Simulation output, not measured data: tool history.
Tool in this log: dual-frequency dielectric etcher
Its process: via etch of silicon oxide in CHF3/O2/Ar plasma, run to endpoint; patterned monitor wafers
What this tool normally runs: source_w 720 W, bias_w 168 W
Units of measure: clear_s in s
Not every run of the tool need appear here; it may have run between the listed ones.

run	hour	source_w	bias_w	incoming incoming film thickness, nm	clear_s
1	0	720	168	830.9	388.2
2	24.1	720	168	821.7	382.1
# hour 84.3: wet clean of the chamber
3	84.8	720	168	827.8	396.7
4	99.9	720	168	825.9	394.4
5	170.3	720	156	820.9	400.1
6	229.2	720	168	825.7	392.5
7	265	720	168	830.6	393.2
8	336.9	720	168	826.8	389.4
9	378.3	660	179	821.2	389.9
10	405.1	660	179	822.2	389.5
11	459	820	168	830.1	375.4
12	494	590	129	827.9	437.4
13	592.3	630	152	823.6	407.8
# hour 666.5: wet clean of the chamber
14	667	720	168	818.1	390.8
15	696.7	720	168	829.1	397.5
# hour 746.8: upper electrode replaced
# hour 791.5: bias power generator calibrated
16	837.4	600	149	827.3	423.8
# hour 843.5: source power generator calibrated
17	979.4	720	168	822.2	386
18	1040.5	630	168	829.7	401
19	1095.9	580	208	826.8	386.9
20	1156.1	660	192	833.9	382.8
21	1201.9	720	168	824.5	380.4

Alternative continuations, all from the tool just after run 21; predict every row:
A	1202.4	790	168	821.4	?
B	1202.4	720	129	821.4	?
C	1202.4	880	194	821.4	?
D	1202.4	550	147	821.4	?
E	1202.4	720	136	821.4	?

run	clear_s
A	370.2
B	406.7
C	345
D	422.8
E	401.4
Take away the tool's hidden state, keep each run's random variation, and the runs would have read:
run	clear_s
A	382.8
B	420.5
C	356.7
D	437.2
E	415.1
